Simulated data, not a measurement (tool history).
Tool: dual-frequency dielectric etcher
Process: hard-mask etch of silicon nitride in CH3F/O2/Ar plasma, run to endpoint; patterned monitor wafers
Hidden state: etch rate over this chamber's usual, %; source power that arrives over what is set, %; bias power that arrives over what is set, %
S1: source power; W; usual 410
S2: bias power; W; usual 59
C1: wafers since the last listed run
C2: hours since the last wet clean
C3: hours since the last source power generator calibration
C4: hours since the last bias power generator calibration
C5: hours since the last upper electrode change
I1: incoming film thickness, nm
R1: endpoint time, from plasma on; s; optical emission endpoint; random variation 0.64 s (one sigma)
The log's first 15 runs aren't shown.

run	hour	S1	S2	C1	C2	C3	C4	C5	I1	R1
# hour 459.4: wet clean of the chamber, repeated, since the last time left the tool worse
# hour 468.1: source power generator calibrated
16	468.6	410	59	50	9.2	0.5	2553.3	5393.4	50.6	79.1
17	490.1	370	72	174	30.7	22.0	2574.8	5414.9	50.7	78.0
18	515.3	460	69	203	55.9	47.2	2600.0	5440.1	49.7	71.2
19	528.8	410	59	109	69.4	60.7	2613.5	5453.6	50.2	77.8
20	560.1	480	44	253	100.7	92.0	2644.8	5484.9	49.8	81.2
21	580.8	410	59	167	121.4	112.7	2665.5	5505.6	50.6	79.0
# hour 593.4: bias power generator calibrated
22	597.3	340	47	101	137.9	129.2	3.9	5522.1	50.1	88.8
23	618.5	410	50	171	159.1	150.4	25.1	5543.3	50.3	81.7
24	637.4	460	74	152	178.0	169.3	44.0	5562.2	50.3	70.5
25	656.8	410	59	157	197.4	188.7	63.4	5581.6	50.5	77.4
# hour 692.9: upper electrode replaced
26	693.4	490	51	101	234.0	225.3	100.0	0.5	49.5	75.7
27	708.4	460	70	121	249.0	240.3	115.0	15.5	49.8	69.1
28	734.4	460	73	210	275.0	266.3	141.0	41.5	49.7	68.2
29	762.9	350	47	230	303.5	294.8	169.5	70.0	49.9	87.2
30	796.8	470	73	274	337.4	328.7	203.4	103.9	50.5	69.1
31	818.7	480	54	177	359.3	350.6	225.3	125.8	50.1	74.0
32	835.8	500	59	138	376.4	367.7	242.4	142.9	49.8	71.5
33	868.6	380	64	265	409.2	400.5	275.2	175.7	50.0	76.7

Forecast each of these 4 alternatives for the next run:
A	869.0	410	63	3	409.6	400.9	275.6	176.1	49.4	?
B	869.0	340	69	3	409.6	400.9	275.6	176.1	49.4	?
C	869.0	350	48	3	409.6	400.9	275.6	176.1	49.4	?
D	869.0	320	59	3	409.6	400.9	275.6	176.1	49.4	?

run	R1
A	72.4
B	74.6
C	83.5
D	80.3
Without the tool's hidden state the same runs would have given:
run	R1
A	74.5
B	76.8
C	85.9
D	82.7

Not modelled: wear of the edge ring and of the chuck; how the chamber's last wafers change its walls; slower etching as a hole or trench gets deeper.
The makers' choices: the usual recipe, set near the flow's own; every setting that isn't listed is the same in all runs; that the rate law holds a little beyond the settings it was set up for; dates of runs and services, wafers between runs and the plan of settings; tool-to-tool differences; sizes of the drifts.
